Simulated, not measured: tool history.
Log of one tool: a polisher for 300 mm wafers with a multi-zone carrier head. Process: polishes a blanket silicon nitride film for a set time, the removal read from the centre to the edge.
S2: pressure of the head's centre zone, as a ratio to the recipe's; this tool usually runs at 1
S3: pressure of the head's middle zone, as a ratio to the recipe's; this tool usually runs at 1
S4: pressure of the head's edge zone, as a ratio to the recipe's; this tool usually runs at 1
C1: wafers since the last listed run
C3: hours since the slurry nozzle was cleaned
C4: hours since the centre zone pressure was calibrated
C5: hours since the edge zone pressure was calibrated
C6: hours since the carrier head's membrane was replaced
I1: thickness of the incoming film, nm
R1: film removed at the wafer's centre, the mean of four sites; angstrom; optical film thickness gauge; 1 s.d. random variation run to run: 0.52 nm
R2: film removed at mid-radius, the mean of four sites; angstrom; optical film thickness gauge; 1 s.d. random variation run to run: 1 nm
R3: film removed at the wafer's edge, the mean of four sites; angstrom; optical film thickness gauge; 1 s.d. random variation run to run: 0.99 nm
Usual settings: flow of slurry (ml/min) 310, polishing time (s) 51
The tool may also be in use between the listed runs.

run 1 day=0 | flow_of_slurry_(ml/min)=310 S2=1 S3=1 S4=1 polishing_time_(s)=51 | C1=0 wafers_polished_on_this_pad=549 C3=251.3 C4=268 C5=437.9 C6=1357.8 | I1=968 | R1=674 R2=710 R3=711
run 2 day=0.296 | flow_of_slurry_(ml/min)=310 S2=1 S3=1 S4=1 polishing_time_(s)=51 | C1=84 wafers_polished_on_this_pad=634 C3=258.4 C4=275.1 C5=445 C6=1364.9 | I1=969.6 | R1=674 R2=695 R3=697
run 3 day=0.583 | flow_of_slurry_(ml/min)=310 S2=1 S3=1 S4=1 polishing_time_(s)=51 | C1=82 wafers_polished_on_this_pad=717 C3=265.3 C4=282 C5=451.9 C6=1371.8 | I1=953.3 | R1=677 R2=699 R3=704
run 4 day=1.183 | flow_of_slurry_(ml/min)=310 S2=1 S3=0.94 S4=1 polishing_time_(s)=51 | C1=172 wafers_polished_on_this_pad=889 C3=279.7 C4=296.4 C5=466.3 C6=1386.2 | I1=963.8 | R1=678 R2=659 R3=697
-- day=1.554 worn pad replaced by a new one
run 5 day=1.675 | flow_of_slurry_(ml/min)=310 S2=1 S3=0.94 S4=1 polishing_time_(s)=51 | C1=93 wafers_polished_on_this_pad=34 C3=291.5 C4=308.2 C5=478.1 C6=1398 | I1=960.1 | R1=713 R2=714 R3=734
run 6 day=2.138 | flow_of_slurry_(ml/min)=310 S2=0.95 S3=1 S4=1 polishing_time_(s)=51 | C1=132 wafers_polished_on_this_pad=167 C3=302.6 C4=319.3 C5=489.2 C6=1409.1 | I1=963.2 | R1=664 R2=693 R3=741
run 7 day=2.433 | flow_of_slurry_(ml/min)=310 S2=0.95 S3=1 S4=1 polishing_time_(s)=51 | C1=84 wafers_polished_on_this_pad=252 C3=309.7 C4=326.4 C5=496.3 C6=1416.2 | I1=977.5 | R1=662 R2=703 R3=722
run 8 day=3.083 | flow_of_slurry_(ml/min)=310 S2=0.95 S3=1 S4=1 polishing_time_(s)=51 | C1=186 wafers_polished_on_this_pad=439 C3=325.3 C4=342 C5=511.9 C6=1431.8 | I1=959 | R1=656 R2=710 R3=712
-- day=4.442 edge zone pressure recalibrated
-- day=4.842 worn pad replaced by a new one
run 9 day=4.992 | flow_of_slurry_(ml/min)=310 S2=1 S3=1 S4=1 polishing_time_(s)=51 | C1=476 wafers_polished_on_this_pad=43 C3=371.1 C4=387.8 C5=13.2 C6=1477.6 | I1=974.3 | R1=719 R2=754 R3=733
-- day=5.588 carrier head's membrane replaced by a new one
run 10 day=5.608 | flow_of_slurry_(ml/min)=310 S2=1 S3=1 S4=0.94 polishing_time_(s)=51 | C1=117 wafers_polished_on_this_pad=160 C3=385.9 C4=402.6 C5=28 C6=0.5 | I1=958.7 | R1=704 R2=724 R3=691
run 11 day=5.908 | flow_of_slurry_(ml/min)=350 S2=0.95 S3=1 S4=1 polishing_time_(s)=51 | C1=86 wafers_polished_on_this_pad=246 C3=393.1 C4=409.8 C5=35.2 C6=7.7 | I1=949.9 | R1=664 R2=717 R3=721
run 12 day=6.425 | flow_of_slurry_(ml/min)=310 S2=1.08 S3=1.06 S4=1 polishing_time_(s)=51 | C1=148 wafers_polished_on_this_pad=394 C3=405.5 C4=422.2 C5=47.6 C6=20.1 | I1=959.4 | R1=744 R2=715 R3=699
run 13 day=6.771 | flow_of_slurry_(ml/min)=310 S2=1 S3=1 S4=1 polishing_time_(s)=51 | C1=99 wafers_polished_on_this_pad=494 C3=413.8 C4=430.5 C5=55.9 C6=28.4 | I1=968.1 | R1=682 R2=707 R3=704
run 14 day=7.204 | flow_of_slurry_(ml/min)=310 S2=1 S3=0.94 S4=1 polishing_time_(s)=51 | C1=124 wafers_polished_on_this_pad=618 C3=424.2 C4=440.9 C5=66.3 C6=38.8 | I1=958 | R1=681 R2=646 R3=710
-- day=7.371 centre zone pressure recalibrated
run 15 day=7.558 | flow_of_slurry_(ml/min)=275 S2=1 S3=1 S4=0.97 polishing_time_(s)=42 | C1=77 wafers_polished_on_this_pad=696 C3=432.7 C4=4.5 C5=74.8 C6=47.3 | I1=960.3 | R1=554 R2=566 R3=572
-- day=7.967 slurry nozzle cleaned
run 16 day=8.05 | flow_of_slurry_(ml/min)=270 S2=1 S3=1 S4=1 polishing_time_(s)=65 | C1=129 wafers_polished_on_this_pad=825 C3=2 C4=16.3 C5=86.6 C6=59.1 | I1=942.2 | R1=861 R2=865 R3=912
-- day=8.238 worn pad replaced by a new one
run 17 day=8.55 | flow_of_slurry_(ml/min)=310 S2=1 S3=1 S4=1 polishing_time_(s)=51 | C1=95 wafers_polished_on_this_pad=89 C3=14 C4=28.3 C5=98.6 C6=71.1 | I1=972.1 | R1=715 R2=731 R3=730
run 18 day=9.233 | flow_of_slurry_(ml/min)=310 S2=1.1 S3=1 S4=0.89 polishing_time_(s)=51 | C1=196 wafers_polished_on_this_pad=285 C3=30.4 C4=44.7 C5=115 C6=87.5 | I1=944.5 | R1=753 R2=712 R3=677
run 19 day=9.688 | flow_of_slurry_(ml/min)=310 S2=1 S3=1 S4=1 polishing_time_(s)=51 | C1=130 wafers_polished_on_this_pad=416 C3=41.3 C4=55.6 C5=125.9 C6=98.4 | I1=969.7 | R1=691 R2=719 R3=716
run 20 day=10.371 | flow_of_slurry_(ml/min)=310 S2=1 S3=1 S4=1 polishing_time_(s)=40 | C1=196 wafers_polished_on_this_pad=612 C3=57.7 C4=72 C5=142.3 C6=114.8 | I1=968.9 | R1=525 R2=541 R3=547
run 21 day=10.808 | flow_of_slurry_(ml/min)=310 S2=0.89 S3=1 S4=1 polishing_time_(s)=57 | C1=125 wafers_polished_on_this_pad=738 C3=68.2 C4=82.5 C5=152.8 C6=125.3 | I1=958.6 | R1=670 R2=790 R3=784
-- day=11.417 worn pad replaced by a new one
run 22 day=11.438 | flow_of_slurry_(ml/min)=405 S2=1 S3=1 S4=1 polishing_time_(s)=62 | C1=132 wafers_polished_on_this_pad=6 C3=83.3 C4=97.6 C5=167.9 C6=140.4 | I1=961.7 | R1=890 R2=894 R3=917

Table of differences, measured result less the result of that run with no hidden state. Run-to-run variation is the same in both. Gauge scatter possibly is not:
Hidden state present: removal rate lost through wear of the pad, %; slurry flow missing at the pad, %; deviation of the centre zone's pressure from its setpoint, %; deviation of the edge zone's pressure from its setpoint, %.
run=1 R1=-37 R2=-38 R3=-38
run=2 R1=-38 R2=-39 R3=-40
run=3 R1=-40 R2=-41 R3=-42
run=4 R1=-42 R2=-41 R3=-43
run=5 R1=-5 R2=-4 R3=-5
run=6 R1=-17 R2=-17 R3=-18
run=7 R1=-22 R2=-24 R3=-24
run=8 R1=-31 R2=-33 R3=-33
run=9 R1=-6 R2=-6 R3=-5
run=10 R1=-21 R2=-22 R3=-21
run=11 R1=-25 R2=-27 R3=-27
run=12 R1=-35 R2=-34 R3=-33
run=13 R1=-35 R2=-36 R3=-36
run=14 R1=-38 R2=-36 R3=-39
run=15 R1=-32 R2=-32 R3=-33
run=16 R1=-51 R2=-52 R3=-55
run=17 R1=-12 R2=-13 R3=-13
run=18 R1=-30 R2=-28 R3=-27
run=19 R1=-34 R2=-35 R3=-35
run=20 R1=-30 R2=-31 R3=-31
run=21 R1=-40 R2=-48 R3=-47
run=22 R1=-3 R2=-2 R3=-2

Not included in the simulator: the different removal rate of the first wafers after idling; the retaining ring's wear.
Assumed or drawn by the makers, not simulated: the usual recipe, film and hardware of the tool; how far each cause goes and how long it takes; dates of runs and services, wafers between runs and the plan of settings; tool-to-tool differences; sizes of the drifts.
